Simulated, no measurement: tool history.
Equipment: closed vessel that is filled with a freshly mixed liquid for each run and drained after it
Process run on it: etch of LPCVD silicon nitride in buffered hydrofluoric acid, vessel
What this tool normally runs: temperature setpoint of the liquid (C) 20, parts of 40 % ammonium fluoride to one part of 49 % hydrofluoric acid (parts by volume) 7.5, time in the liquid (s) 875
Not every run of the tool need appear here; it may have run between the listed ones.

run	day	temperature setpoint of the liquid (C)	parts of 40 % ammonium fluoride to one part of 49 % hydrofluoric acid (parts by volume)	time in the liquid (s)	wafers since the last listed run	hours since the thermometer was replaced	hours since the hydrofluoric acid flow meter was replaced	hours since the gauge calibration	read-back film thickness of the LPCVD silicon nitride reference wafer, read on the same gauge (nm)	thickness taken off the LPCVD silicon nitride on a monitor wafer (Å)
1	0	20	7.5	875	0	831.1	64.2	1531	87.2	106.2
2	2.008	20	7.5	875	3188	879.3	112.4	1579.2	87.18	106.7
3	5.954	20	7.5	875	6264	974	207.1	1673.9	87.13	106.8
4	8.633	20	7.5	875	4253	1038.3	271.4	1738.2	87.07	107.2
5	11.254	20	7.5	875	4160	1101.2	334.3	1801.1	87.02	106.5
6	15.092	20	7.5	875	6092	1193.3	426.4	1893.2	86.95	107.9
7	19.588	20	5.5	875	7137	1301.2	534.3	2001.1	86.89	139.5
8	22.704	20	5.5	875	4947	1376	609.1	2075.9	86.89	138.4
9	24.612	20	5.5	875	3029	1421.8	654.9	2121.7	86.85	139.9
10	27.55	20	5	875	4663	1492.3	725.4	2192.2	86.89	152.6
# day 28.658: gauge calibrated
11	30.825	20	5	875	5199	1570.9	804	52	89.49	158.5
12	38.738	20	7.5	875	12561	1760.8	993.9	241.9	88.74	109.9
# day 40.746: thermometer replaced
13	43.012	20	7.5	875	6720	54.4	1096.5	344.5	88.45	108.8
# day 45.738: hydrofluoric acid flow meter replaced
14	45.971	21.5	7.5	875	4630	125.4	5.6	415.5	88.24	118.5
15	47.933	17	5	605	3115	172.5	52.7	462.6	88.07	91.1
16	52.408	18.5	10.5	635	7104	279.9	160.1	570	87.84	52.7
17	55.308	17.5	5	710	4603	349.5	229.7	639.6	87.72	109.4
18	57.154	25	7.5	875	2930	393.8	274	683.9	87.6	141.1
19	59.15	21.5	6.5	875	3168	441.7	321.9	731.8	87.46	135.3
20	62.429	20	5	1290	5205	520.4	400.6	810.5	87.33	224.8
21	66.562	20	7.5	520	6561	619.6	499.8	909.7	87.23	64
22	68.767	24	7.5	455	3499	672.5	552.7	962.6	87.18	70
23	70.775	22.5	9.5	415	3188	720.7	600.9	1010.8	87.12	46.6
24	72.392	17	9.5	495	2566	759.5	639.7	1049.6	87.04	40.9
25	74.242	21.5	10	460	2936	803.9	684.1	1094	87	47
26	76.158	20	7.5	875	3042	849.9	730.1	1140	86.91	105.7
27	78.4	17.5	7.5	480	3558	903.7	783.9	1193.8	86.9	50.5
28	80.371	23	8.5	390	3128	951	831.2	1241.1	86.76	49.4
29	82.2	18	7.5	875	2903	994.9	875.1	1285	86.82	95.5
30	86.529	20	7.5	875	6872	1098.8	979	1388.9	86.65	108.2
31	90.579	20	8.5	875	6429	1196	1076.2	1486.1	86.58	91.7
32	94.279	20	7.5	875	5873	1284.8	1165	1574.9	86.55	105

Hidden condition of the tool, last listed run before each entry between runs versus first listed run after:
Run 10 -> run 11: gauge calibrated (day 28.658)
  gauge reads high (%): -3.47 -> -0.573
  measured minus no-state result, thickness taken off the LPCVD silicon nitride on a monitor wafer (Å): -5.5 -> -0.9
Run 12 -> run 13: thermometer replaced (day 40.746)
  gauge reads high (%): -1.38 -> -1.74
  measured minus no-state result, thickness taken off the LPCVD silicon nitride on a monitor wafer (Å): -1.6 -> -2
Run 13 -> run 14: hydrofluoric acid flow meter replaced (day 45.738)
  gauge reads high (%): -1.74 -> -1.97
  measured minus no-state result, thickness taken off the LPCVD silicon nitride on a monitor wafer (Å): -2 -> -2.3
